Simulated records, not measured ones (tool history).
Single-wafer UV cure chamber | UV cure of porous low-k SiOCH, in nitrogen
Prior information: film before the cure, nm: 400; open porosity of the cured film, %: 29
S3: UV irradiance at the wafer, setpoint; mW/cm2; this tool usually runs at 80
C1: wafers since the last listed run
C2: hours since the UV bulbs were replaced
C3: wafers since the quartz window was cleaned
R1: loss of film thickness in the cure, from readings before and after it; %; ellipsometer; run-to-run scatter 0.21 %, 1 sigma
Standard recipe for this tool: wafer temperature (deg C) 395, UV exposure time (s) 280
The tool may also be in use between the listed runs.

Run 1, hour 0.0: usual settings; C1 0; C2 484.8; C3 4058. Result: R1 12.477 %.
Run 2, hour 51.8: usual settings; C1 206; C2 536.6; C3 4264. Result: R1 12.251 %.
Run 3, hour 112.4: usual settings; C1 241; C2 597.2; C3 4505. Result: R1 12.218 %.
Run 4, hour 167.7: usual settings; C1 220; C2 652.5; C3 4725. Result: R1 12.208 %.
At hour 182.4: quartz window cleaned.
Run 5, hour 234.2: usual settings but UV exposure time (s) 395; C1 232; C2 719.0; C3 206. Result: R1 15.684 %.
Run 6, hour 265.0: usual settings but UV exposure time (s) 395; C1 122; C2 749.8; C3 328. Result: R1 15.253 %.
Run 7, hour 377.1: usual settings but S3 109 mW/cm2; C1 446; C2 861.9; C3 775. Result: R1 14.997 %.
Run 8, hour 425.7: usual settings but S3 109 mW/cm2; C1 193; C2 910.5; C3 968. Result: R1 14.580 %.
Run 9, hour 476.4: usual settings but S3 109 mW/cm2; C1 201; C2 961.2; C3 1170. Result: R1 14.485 %.
Run 10, hour 511.5: usual settings; C1 139; C2 996.3; C3 1309. Result: R1 13.167 %.
Run 11, hour 630.8: usual settings; C1 474; C2 1115.6; C3 1784. Result: R1 12.690 %.
Run 12, hour 696.0: usual settings; C1 259; C2 1180.8; C3 2044. Result: R1 12.793 %.
Run 13, hour 740.8: usual settings; C1 178; C2 1225.6; C3 2222. Result: R1 12.930 %.
Run 14, hour 790.6: usual settings; C1 198; C2 1275.4; C3 2420. Result: R1 12.452 %.
Run 15, hour 834.8: usual settings; C1 175; C2 1319.6; C3 2596. Result: R1 12.342 %.
Run 16, hour 896.6: usual settings; C1 245; C2 1381.4; C3 2842. Result: R1 12.360 %.
Run 17, hour 926.6: usual settings; C1 119; C2 1411.4; C3 2962. Result: R1 12.420 %.
Run 18, hour 976.9: usual settings; C1 200; C2 1461.7; C3 3162. Result: R1 11.860 %.

What does the tool deliver on the next run?
Run 19, hour 1001.4: usual settings but UV exposure time (s) 145, S3 64 mW/cm2; C1 97; C2 1486.2; C3 3259. Result: R1 ?.

R1: 7.882 %
Minus the tool's unlogged condition, the same run would have read R1 9.785 %.
